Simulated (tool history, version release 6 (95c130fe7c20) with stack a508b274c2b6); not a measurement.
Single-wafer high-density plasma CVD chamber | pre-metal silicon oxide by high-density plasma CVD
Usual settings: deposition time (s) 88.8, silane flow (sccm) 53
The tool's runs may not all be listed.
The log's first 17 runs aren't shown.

run   hour  deposition time (s)  silane flow (sccm)  wafers since the last listed run  hours since the silane flow controller was replaced  hours since the gauge calibration  read-back reference wafer on the same gauge, thickness_nm  mean film thickness on the monitor wafer (nm)
 18  221.8                 88.8                  46                               126                                               1698.9                                9.1                                                    519.502                                        443.426
 19  230.2                 99.3                  46                               153                                               1707.3                               17.5                                                    518.677                                        496.138
 20  244.6                 99.5                  61                               263                                               1721.7                               31.9                                                    518.934                                        610.970
 21  253.7                 72.3                  53                               166                                               1730.8                               41.0                                                    519.198                                        398.104
     265.7  -- silane flow controller replaced
 22  266.2                103.8                  43                                82                                                  0.5                               53.5                                                    518.552                                        471.976
 23  268.8                 79.3                  44                                47                                                  3.1                               56.1                                                    519.259                                        366.139
 24  279.2                 76.5                  61                               190                                                 13.5                               66.5                                                    518.933                                        445.983
 25  296.7                 88.8                  53                               320                                                 31.0                               84.0                                                    518.614                                        468.667
 26  304.2                 75.1                  57                               137                                                 38.5                               91.5                                                    518.327                                        417.004
 27  320.7                100.2                  56                               302                                                 55.0                              108.0                                                    519.378                                        551.348
 28  331.1                 88.8                  53                               190                                                 65.4                              118.4                                                    518.783                                        470.150
 29  338.7                 88.8                  53                               139                                                 73.0                              126.0                                                    518.876                                        469.638
 30  356.0                 93.3                  44                               317                                                 90.3                              143.3                                                    519.083                                        433.312
 31  373.5                 88.8                  53                               320                                                107.8                              160.8                                                    518.731                                        470.274
 32  391.4                 80.9                  62                               328                                                125.7                              178.7                                                    518.541                                        482.957
 33  399.3                 97.1                  53                               144                                                133.6                              186.6                                                    518.559                                        516.515

Forecast each of these 5 alternatives for the next run:
  A  399.7                 73.9                  53                                 7                                                134.0                              187.0                                                          ?                                              ?
  B  399.7                 82.8                  53                                 7                                                134.0                              187.0                                                          ?                                              ?
  C  399.7                 99.4                  59                                 7                                                134.0                              187.0                                                          ?                                              ?
  D  399.7                 93.8                  60                                 7                                                134.0                              187.0                                                          ?                                              ?
  E  399.7                 98.1                  53                                 7                                                134.0                              187.0                                                          ?                                              ?

run  read-back reference wafer on the same gauge, thickness_nm  mean film thickness on the monitor wafer (nm)
  A                                                    518.719                                        393.532
  B                                                    518.719                                        440.926
  C                                                    518.719                                        572.442
  D                                                    518.719                                        546.973
  E                                                    518.719                                        522.402
Without the tool's hidden state the same runs would have given:
run  mean film thickness on the monitor wafer (nm)
  A                                        390.247
  B                                        437.246
  C                                        567.663
  D                                        542.407
  E                                        518.041

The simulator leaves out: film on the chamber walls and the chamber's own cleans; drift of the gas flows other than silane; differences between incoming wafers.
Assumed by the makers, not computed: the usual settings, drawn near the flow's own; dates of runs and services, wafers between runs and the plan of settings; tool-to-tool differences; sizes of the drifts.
